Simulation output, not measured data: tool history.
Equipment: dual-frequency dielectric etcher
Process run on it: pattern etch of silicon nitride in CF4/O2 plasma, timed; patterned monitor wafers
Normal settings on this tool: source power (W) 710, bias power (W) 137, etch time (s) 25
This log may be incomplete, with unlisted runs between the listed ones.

run	hour	source power (W)	bias power (W)	etch time (s)	wafers since the last listed run	hours since the last wet clean	hours since the last source power generator calibration	hours since the last bias power generator calibration	hours since the last upper electrode change	hours since the gauge calibration	read-back reference wafer on the same gauge, depth_nm	mean etch depth across the wafer (Å)
1	0	710	137	25	0	208.1	4335.8	984.2	3694.6	3117.1	69.7	630
2	95.5	710	137	25	1198	303.6	4431.3	1079.7	3790.1	3212.6	69.7	632
3	177.5	710	153	25	1029	385.6	4513.3	1161.7	3872.1	3294.6	69.6	647
4	244.5	710	153	25	841	452.6	4580.3	1228.7	3939.1	3361.6	69.7	645
5	302.3	710	137	22.5	725	510.4	4638.1	1286.5	3996.9	3419.4	69.7	570
# hour 348.6: source power generator calibrated
# hour 354.5: gauge calibrated
6	373.5	710	137	22.5	843	581.6	24.9	1357.7	4068.1	19	68.4	556
# hour 447.9: wet clean of the chamber
7	480.2	710	137	21.5	1038	32.3	131.6	1464.4	4174.8	125.7	68.5	534
8	527.4	710	137	21.5	592	79.5	178.8	1511.6	4222	172.9	68.6	534
9	628.7	710	137	21.5	1271	180.8	280.1	1612.9	4323.3	274.2	68.7	533
10	717.1	890	137	30.5	1109	269.2	368.5	1701.3	4411.7	362.6	68.8	869
# hour 768: upper electrode replaced
11	786	880	158	32	563	338.1	437.4	1770.2	18	431.5	68.8	929
12	845.6	890	137	28	748	397.7	497	1829.8	77.6	491.1	68.9	801
13	972.2	760	120	21	1589	524.3	623.6	1956.4	204.2	617.7	68.9	533
# hour 1076.2: wet clean of the chamber
14	1076.7	710	137	25	1010	0.5	728.1	2060.9	308.7	722.2	69.1	627
15	1149.3	840	137	25	911	73.1	800.7	2133.5	381.3	794.8	69.1	692
16	1192.5	830	156	29.5	542	116.3	843.9	2176.7	424.5	838	69.2	831
17	1235.3	710	114	25	537	159.1	886.7	2219.5	467.3	880.8	69.2	606
18	1333	620	113	19	1226	256.8	984.4	2317.2	565	978.5	69.2	426
# hour 1342.8: bias power generator calibrated
19	1376.9	710	137	25	500	300.7	1028.3	34.1	608.9	1022.4	69.3	628
20	1434.2	650	137	29.5	719	358	1085.6	91.4	666.2	1079.7	69.3	705
21	1486.2	550	118	18	652	410	1137.6	143.4	718.2	1131.7	69.3	382
22	1592.9	820	117	17.5	1339	516.7	1244.3	250.1	824.9	1238.4	69.4	465
# hour 1657.1: wet clean of the chamber
23	1849	760	120	21	2913	191.9	1500.4	506.2	1081	1494.5	69.5	537
24	1886.5	530	137	25	470	229.4	1537.9	543.7	1118.5	1532	69.4	537
25	1944.4	860	146	25	726	287.3	1595.8	601.6	1176.4	1589.9	69.5	714
26	1983.6	710	111	25	492	326.5	1635	640.8	1215.6	1629.1	69.5	606
27	2080.8	710	137	18	1220	423.7	1732.2	738	1312.8	1726.3	69.4	453
28	2177.3	710	137	20	1211	520.2	1828.7	834.5	1409.3	1822.8	69.5	504
# hour 2221.8: wet clean of the chamber
29	2229.7	880	123	22.5	356	7.9	1881.1	886.9	1461.7	1875.2	69.6	633
30	2325.2	710	137	25	1198	103.4	1976.6	982.4	1557.2	1970.7	69.5	632

4 ways to go on from here, each from the tool as it stands after run 30. What would each give?
A	2325.6	710	137	25	5	103.8	1977	982.8	1557.6	1971.1	?	?
B	2325.6	710	163	31.5	5	103.8	1977	982.8	1557.6	1971.1	?	?
C	2325.6	610	110	18.5	5	103.8	1977	982.8	1557.6	1971.1	?	?
D	2325.6	780	123	27.5	5	103.8	1977	982.8	1557.6	1971.1	?	?

run	read-back reference wafer on the same gauge, depth_nm	mean etch depth across the wafer (Å)
A	69.6	633
B	69.6	824
C	69.6	414
D	69.6	721
With no hidden state in the tool, these same runs would have given:
run	mean etch depth across the wafer (Å)
A	622
B	811
C	407
D	709

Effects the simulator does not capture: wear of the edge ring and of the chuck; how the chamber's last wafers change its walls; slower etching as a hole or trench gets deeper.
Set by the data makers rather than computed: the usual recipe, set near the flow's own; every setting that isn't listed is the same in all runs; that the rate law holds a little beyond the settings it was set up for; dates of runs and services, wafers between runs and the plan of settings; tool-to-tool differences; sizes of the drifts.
